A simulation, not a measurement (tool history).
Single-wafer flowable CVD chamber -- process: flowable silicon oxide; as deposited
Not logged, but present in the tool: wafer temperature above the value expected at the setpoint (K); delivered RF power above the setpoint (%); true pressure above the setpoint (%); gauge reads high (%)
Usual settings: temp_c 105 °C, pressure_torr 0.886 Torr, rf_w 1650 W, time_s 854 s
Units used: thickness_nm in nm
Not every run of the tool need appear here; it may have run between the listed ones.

run    hour  temp_c  pressure_torr  rf_w  time_s  wafers since the last listed run  hours since the last thermocouple change  hours since the last RF generator calibration  hours since the last manometer calibration  hours since the showerhead was replaced  hours since the gauge calibration  read-back reference wafer on the same gauge, thickness_nm  thickness_nm
  1       0     105          0.886  1650     854                                 0                                    1393.1                                         1769.5                                       273.6                                   2369.2                               17.1                                                    430.716       421.207
  2   103.8     105          0.886  1650     854                               336                                    1496.9                                         1873.3                                       377.4                                     2473                              120.9                                                    429.946       418.244
  3   204.6     105          0.886  1650     854                               327                                    1597.7                                         1974.1                                       478.2                                   2573.8                              221.7                                                    430.212       417.998
  4   256.9     105          0.886  1650     854                               169                                      1650                                         2026.4                                       530.5                                   2626.1                                274                                                    430.578       417.896
  5   331.2     105          0.886  1650     854                               241                                    1724.3                                         2100.7                                       604.8                                   2700.4                              348.3                                                    429.531       420.015
  6   413.6     105          0.886  1650     854                               267                                    1806.7                                         2183.1                                       687.2                                   2782.8                              430.7                                                    430.081       418.625
  7   470.8      99          0.961  1650     854                               185                                    1863.9                                         2240.3                                       744.4                                     2840                              487.9                                                    430.399       528.941
  8   540.1     105          1.002  1650     854                               224                                    1933.2                                         2309.6                                       813.7                                   2909.3                              557.2                                                    430.088       459.439
  9   633.6     105          0.948  1650     854                               303                                    2026.7                                         2403.1                                       907.2                                   3002.8                              650.7                                                    430.065       437.499
      713.4  -- showerhead replaced
 10   720.7     100          0.765  1650     854                               256                                    2113.8                                         2490.2                                       994.3                                      7.3                              737.8                                                     429.72       431.408
 11   763.9     105          0.886  1930     793                               140                                      2157                                         2533.4                                      1037.5                                     50.5                                781                                                    430.719       405.375
 12   834.3     105          0.756  1650     854                               228                                    2227.4                                         2603.8                                      1107.9                                    120.9                              851.4                                                    430.295        366.28
 13   915.1     112          0.723  1765     788                               262                                    2308.2                                         2684.6                                      1188.7                                    201.7                              932.2                                                    429.366       272.805
 14     996     105          0.886  1650     854                               262                                    2389.1                                         2765.5                                      1269.6                                    282.6                             1013.1                                                    430.288       413.097
     1036.7  -- RF generator calibrated
 15  1060.3     105          0.886  1650     854                               182                                    2453.4                                           23.6                                      1333.9                                    346.9                             1077.4                                                    429.919       426.265
 16  1123.1     105          0.886  1650     854                               203                                    2516.2                                           86.4                                      1396.7                                    409.7                             1140.2                                                    429.758       429.431
     1179.8  -- thermocouple changed; heater temperature recalibrated
 17    1198      94          0.886  1650     854                               217                                      18.2                                          161.3                                      1471.6                                    484.6                             1215.1                                                    430.396       589.786
 18  1274.3     105          0.886  1650     854                               247                                      94.5                                          237.6                                      1547.9                                    560.9                             1291.4                                                    430.406       423.984
 19  1377.2     105          0.886  1930     793                               334                                     197.4                                          340.5                                      1650.8                                    663.8                             1394.3                                                    429.426       413.814
 20    1421     105           1.05  1650     733                               142                                     241.2                                          384.3                                      1694.6                                    707.6                             1438.1                                                    429.405        418.95
 21  1495.4     105          0.886  1520     792                               241                                     315.6                                          458.7                                        1769                                      782                             1512.5                                                    430.862       386.872
 22  1585.7     105          0.886  1650     854                               293                                     405.9                                            549                                      1859.3                                    872.3                             1602.8                                                    430.188       429.319
 23  1676.7     117          0.886  1650    1014                               295                                     496.9                                            640                                      1950.3                                    963.3                             1693.8                                                    430.211       362.231
 24    1771      98          0.886  1795     778                               306                                     591.2                                          734.3                                      2044.6                                   1057.6                             1788.1                                                     430.56       489.331
 25    1839     100          0.886  1650    1018                               220                                     659.2                                          802.3                                      2112.6                                   1125.6                             1856.1                                                    430.137       587.997
     1933.1  -- capacitance manometer re-zeroed and calibrated
 26  1937.3     105          0.886  1650     854                               293                                     757.5                                          900.6                                         4.2                                   1223.9                             1954.4                                                    429.952       427.254
 27  1978.1     105          0.886  1975     943                               132                                     798.3                                          941.4                                          45                                   1264.7                             1995.2                                                     430.06       493.605

Some steps in thickness_nm, run to run, broken into two amounts with sign: the step expected even without the hidden condition (settings, incoming material, random variation), and the rest, left for the hidden condition together with whatever gauge scatter is not in both the measured and the hidden-condition-free result:
Run 13 -> 14: temp_c 112 -> 105, pressure_torr 0.723 -> 0.886, rf_w 1765 -> 1650, time_s 788 -> 854. thickness_nm +140.292 nm: hidden state -6.87, all else +147.162.
Run 14 -> 15: RF generator calibrated. thickness_nm +13.168 nm: hidden state +14.898, all else -1.73.
Run 17 -> 18: temp_c 94 -> 105. thickness_nm -165.802 nm: hidden state +0.179, all else -165.981.
Run 25 -> 26: temp_c 100 -> 105, time_s 1018 -> 854, capacitance manometer re-zeroed and calibrated. thickness_nm -160.743 nm: hidden state +0.317, all else -161.06.
